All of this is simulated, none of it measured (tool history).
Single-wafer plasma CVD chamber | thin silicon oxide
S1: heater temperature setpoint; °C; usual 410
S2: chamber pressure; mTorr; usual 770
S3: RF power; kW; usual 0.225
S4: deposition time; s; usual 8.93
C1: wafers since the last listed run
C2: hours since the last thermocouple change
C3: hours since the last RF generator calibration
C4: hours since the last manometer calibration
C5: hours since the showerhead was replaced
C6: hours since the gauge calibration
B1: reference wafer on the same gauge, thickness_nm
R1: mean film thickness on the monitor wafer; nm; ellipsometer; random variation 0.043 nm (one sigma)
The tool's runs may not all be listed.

run	hour	S1	S2	S3	S4	C1	C2	C3	C4	C5	C6	B1	R1
1	0.0	410	770	0.225	9.51	0	1119.0	2322.7	577.1	3972.1	290.4	13.699	15.706
2	21.7	399	770	0.225	8.93	599	1140.7	2344.4	598.8	3993.8	312.1	13.705	14.934
3	38.7	410	881	0.190	8.93	469	1157.7	2361.4	615.8	4010.8	329.1	13.697	14.355
4	72.5	410	881	0.190	8.93	933	1191.5	2395.2	649.6	4044.6	362.9	13.693	14.390
5	94.8	410	881	0.190	8.93	615	1213.8	2417.5	671.9	4066.9	385.2	13.695	14.409
6	130.6	410	770	0.225	8.93	988	1249.6	2453.3	707.7	4102.7	421.0	13.701	14.899
7	144.8	410	770	0.225	8.93	392	1263.8	2467.5	721.9	4116.9	435.2	13.693	14.914
8	160.8	410	770	0.225	8.93	441	1279.8	2483.5	737.9	4132.9	451.2	13.703	14.906
9	183.4	410	770	0.225	8.93	624	1302.4	2506.1	760.5	4155.5	473.8	13.699	14.903
10	210.8	410	770	0.225	8.93	756	1329.8	2533.5	787.9	4182.9	501.2	13.700	14.853
11	231.4	420	897	0.255	9.97	568	1350.4	2554.1	808.5	4203.5	521.8	13.700	20.638
# hour 253.0: thermocouple changed; heater temperature recalibrated
12	261.3	410	770	0.225	9.51	604	8.3	2584.0	838.4	4233.4	551.7	13.695	15.849
# hour 311.8: gauge calibrated
# hour 323.6: showerhead replaced
13	348.0	410	770	0.210	8.93	2172	95.0	2670.7	925.1	24.4	36.2	13.696	14.117
14	373.6	423	770	0.265	8.93	706	120.6	2696.3	950.7	50.0	61.8	13.701	16.787
# hour 409.4: RF generator calibrated
# hour 426.3: capacitance manometer re-zeroed and calibrated
15	426.8	410	661	0.225	7.67	1027	173.8	17.4	0.5	103.2	115.0	13.708	10.689
16	451.8	410	770	0.180	9.89	690	198.8	42.4	25.5	128.2	140.0	13.704	13.107
17	472.5	410	770	0.190	8.93	571	219.5	63.1	46.2	148.9	160.7	13.701	12.554
18	498.6	410	770	0.205	7.50	720	245.6	89.2	72.3	175.0	186.8	13.707	11.303
19	525.2	410	680	0.225	8.93	734	272.2	115.8	98.9	201.6	213.4	13.704	12.825
20	544.6	410	770	0.225	8.93	535	291.6	135.2	118.3	221.0	232.8	13.703	14.582
21	574.7	410	770	0.225	8.93	831	321.7	165.3	148.4	251.1	262.9	13.699	14.605

4 ways to go on from here, each from the tool as it stands after run 21. What would each give?
A	575.1	410	599	0.225	8.93	11	322.1	165.7	148.8	251.5	263.3	?	?
B	575.1	410	770	0.180	9.83	11	322.1	165.7	148.8	251.5	263.3	?	?
C	575.1	410	916	0.265	8.93	11	322.1	165.7	148.8	251.5	263.3	?	?
D	575.1	416	963	0.225	8.93	11	322.1	165.7	148.8	251.5	263.3	?	?

run	B1	R1
A	13.702	11.157
B	13.702	13.015
C	13.702	19.136
D	13.702	17.702
Without the tool's hidden state the same runs would have given:
run	R1
A	11.155
B	13.013
C	19.133
D	17.700

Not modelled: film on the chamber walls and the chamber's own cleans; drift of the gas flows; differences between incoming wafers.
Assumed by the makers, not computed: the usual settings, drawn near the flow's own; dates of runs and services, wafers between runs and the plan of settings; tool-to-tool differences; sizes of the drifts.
